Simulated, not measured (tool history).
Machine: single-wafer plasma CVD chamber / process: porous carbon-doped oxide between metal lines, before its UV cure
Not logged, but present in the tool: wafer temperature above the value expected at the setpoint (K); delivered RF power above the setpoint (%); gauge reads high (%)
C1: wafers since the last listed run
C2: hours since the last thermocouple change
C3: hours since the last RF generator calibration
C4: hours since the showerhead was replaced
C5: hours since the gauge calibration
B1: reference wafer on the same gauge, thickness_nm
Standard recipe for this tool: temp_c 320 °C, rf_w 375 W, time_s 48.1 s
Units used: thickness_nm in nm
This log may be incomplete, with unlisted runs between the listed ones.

run 1 hour=0.0 | temp_c=309 rf_w=375 time_s=44.0 | C1=0 C2=1032.4 C3=1390.5 C4=8386.8 C5=113.5 | B1=217.919 | thickness_nm=213.543
run 2 hour=11.0 | temp_c=309 rf_w=375 time_s=44.0 | C1=187 C2=1043.4 C3=1401.5 C4=8397.8 C5=124.5 | B1=218.133 | thickness_nm=212.977
run 3 hour=23.7 | temp_c=309 rf_w=375 time_s=44.0 | C1=216 C2=1056.1 C3=1414.2 C4=8410.5 C5=137.2 | B1=217.971 | thickness_nm=213.853
run 4 hour=33.6 | temp_c=320 rf_w=375 time_s=54.8 | C1=169 C2=1066.0 C3=1424.1 C4=8420.4 C5=147.1 | B1=218.007 | thickness_nm=246.938
-- hour=41.2 gauge calibrated
run 5 hour=50.8 | temp_c=311 rf_w=410 time_s=48.1 | C1=293 C2=1083.2 C3=1441.3 C4=8437.6 C5=9.6 | B1=218.127 | thickness_nm=250.056
run 6 hour=59.5 | temp_c=320 rf_w=345 time_s=48.1 | C1=148 C2=1091.9 C3=1450.0 C4=8446.3 C5=18.3 | B1=218.212 | thickness_nm=200.475
run 7 hour=76.8 | temp_c=320 rf_w=375 time_s=48.1 | C1=295 C2=1109.2 C3=1467.3 C4=8463.6 C5=35.6 | B1=217.926 | thickness_nm=218.120
run 8 hour=86.0 | temp_c=320 rf_w=375 time_s=48.1 | C1=157 C2=1118.4 C3=1476.5 C4=8472.8 C5=44.8 | B1=218.019 | thickness_nm=218.102
-- hour=96.4 showerhead replaced
run 9 hour=96.9 | temp_c=320 rf_w=375 time_s=48.1 | C1=49 C2=1129.3 C3=1487.4 C4=0.5 C5=55.7 | B1=218.144 | thickness_nm=217.726
-- hour=110.6 RF generator calibrated
run 10 hour=111.1 | temp_c=320 rf_w=375 time_s=48.1 | C1=105 C2=1143.5 C3=0.5 C4=14.7 C5=69.9 | B1=218.070 | thickness_nm=217.546
run 11 hour=111.5 | temp_c=329 rf_w=375 time_s=53.0 | C1=6 C2=1143.9 C3=0.9 C4=15.1 C5=70.3 | B1=218.010 | thickness_nm=227.821
run 12 hour=118.6 | temp_c=311 rf_w=430 time_s=54.0 | C1=121 C2=1151.0 C3=8.0 C4=22.2 C5=77.4 | B1=218.206 | thickness_nm=291.909
-- hour=158.8 thermocouple changed; heater temperature recalibrated
run 13 hour=168.3 | temp_c=311 rf_w=375 time_s=53.9 | C1=712 C2=9.5 C3=57.7 C4=71.9 C5=127.1 | B1=218.042 | thickness_nm=257.001
run 14 hour=180.1 | temp_c=320 rf_w=375 time_s=48.1 | C1=201 C2=21.3 C3=69.5 C4=83.7 C5=138.9 | B1=218.018 | thickness_nm=218.165
run 15 hour=189.0 | temp_c=310 rf_w=405 time_s=48.1 | C1=152 C2=30.2 C3=78.4 C4=92.6 C5=147.8 | B1=218.243 | thickness_nm=249.372
run 16 hour=201.5 | temp_c=320 rf_w=375 time_s=56.8 | C1=213 C2=42.7 C3=90.9 C4=105.1 C5=160.3 | B1=217.828 | thickness_nm=256.421
run 17 hour=210.7 | temp_c=320 rf_w=375 time_s=48.1 | C1=157 C2=51.9 C3=100.1 C4=114.3 C5=169.5 | B1=217.890 | thickness_nm=217.268
run 18 hour=219.1 | temp_c=320 rf_w=375 time_s=48.1 | C1=143 C2=60.3 C3=108.5 C4=122.7 C5=177.9 | B1=217.880 | thickness_nm=217.195
-- hour=221.8 gauge calibrated
run 19 hour=227.9 | temp_c=320 rf_w=375 time_s=48.1 | C1=150 C2=69.1 C3=117.3 C4=131.5 C5=6.1 | B1=218.151 | thickness_nm=218.243
run 20 hour=240.0 | temp_c=331 rf_w=375 time_s=40.4 | C1=206 C2=81.2 C3=129.4 C4=143.6 C5=18.2 | B1=218.133 | thickness_nm=173.090
run 21 hour=275.7 | temp_c=320 rf_w=340 time_s=43.0 | C1=609 C2=116.9 C3=165.1 C4=179.3 C5=53.9 | B1=218.081 | thickness_nm=177.802
run 22 hour=282.2 | temp_c=324 rf_w=350 time_s=39.8 | C1=111 C2=123.4 C3=171.6 C4=185.8 C5=60.4 | B1=218.316 | thickness_nm=165.337
run 23 hour=293.7 | temp_c=311 rf_w=345 time_s=57.5 | C1=196 C2=134.9 C3=183.1 C4=197.3 C5=71.9 | B1=218.003 | thickness_nm=253.370

Branching from run 23: 4 alternative next runs. What would each branch give?
run A hour=294.1 | temp_c=320 rf_w=375 time_s=48.1 | C1=6 C2=135.3 C3=183.5 C4=197.7 C5=72.3 | B1=? | thickness_nm=?
run B hour=294.1 | temp_c=334 rf_w=315 time_s=55.2 | C1=6 C2=135.3 C3=183.5 C4=197.7 C5=72.3 | B1=? | thickness_nm=?
run C hour=294.1 | temp_c=333 rf_w=345 time_s=48.1 | C1=6 C2=135.3 C3=183.5 C4=197.7 C5=72.3 | B1=? | thickness_nm=?
run D hour=294.1 | temp_c=328 rf_w=375 time_s=48.1 | C1=6 C2=135.3 C3=183.5 C4=197.7 C5=72.3 | B1=? | thickness_nm=?

run=A B1=217.735 thickness_nm=217.948
run=B B1=217.735 thickness_nm=194.309
run=C B1=217.735 thickness_nm=187.088
run=D B1=217.735 thickness_nm=208.401
Without the tool's hidden state the same runs would have given:
run=A thickness_nm=217.948
run=B thickness_nm=194.309
run=C thickness_nm=187.088
run=D thickness_nm=208.401

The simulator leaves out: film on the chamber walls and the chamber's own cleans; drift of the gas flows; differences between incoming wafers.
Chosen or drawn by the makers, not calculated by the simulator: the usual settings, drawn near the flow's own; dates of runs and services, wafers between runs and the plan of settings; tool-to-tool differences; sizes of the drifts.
